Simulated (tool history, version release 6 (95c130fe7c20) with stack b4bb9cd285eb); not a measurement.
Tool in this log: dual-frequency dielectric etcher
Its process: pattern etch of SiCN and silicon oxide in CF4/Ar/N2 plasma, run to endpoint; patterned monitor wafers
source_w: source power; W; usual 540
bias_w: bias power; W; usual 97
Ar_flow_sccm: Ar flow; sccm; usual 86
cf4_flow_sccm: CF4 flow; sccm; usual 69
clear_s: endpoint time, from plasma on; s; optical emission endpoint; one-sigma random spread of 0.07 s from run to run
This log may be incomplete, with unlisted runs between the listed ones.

run,hour,source_w,bias_w,Ar_flow_sccm,cf4_flow_sccm,"incoming incoming film thickness, nm",clear_s
1,0.0,540,97,86,69,9.87,7.9
2,16.0,410,86,77,56,9.98,10.5
3,39.3,540,76,67,69,9.92,8.1
# hour 68.2: wet clean of the chamber
# hour 71.2: Ar flow controller replaced
4,71.7,400,89,78,64,9.86,10.3
5,96.4,540,114,86,64,9.92,7.7
# hour 106.8: source power generator calibrated
6,114.7,540,97,76,69,9.96,7.9
7,147.8,540,97,92,52,9.93,8.5
8,168.7,680,79,79,82,9.88,6.6
9,201.7,500,97,68,69,9.90,8.2
10,219.5,400,81,94,64,9.84,11.0
11,251.0,540,97,86,69,9.95,7.9
12,278.4,440,97,86,85,9.94,9.1
13,309.7,580,97,86,69,9.94,7.4
14,330.9,440,83,70,62,9.96,9.7
15,353.4,660,84,92,76,9.86,6.9
16,380.8,540,97,92,52,9.91,8.3
17,415.7,540,97,86,75,9.90,7.9
18,431.7,420,97,105,60,9.89,10.4
19,449.8,540,97,86,69,9.92,8.1

Expected results for the next run?
20,482.2,540,97,86,69,9.77,?

{"run 20": {"clear_s": 7.9}}
Take away the tool's hidden state, keep the run-to-run variation as it was, and the same run would have given clear_s 7.9 s.
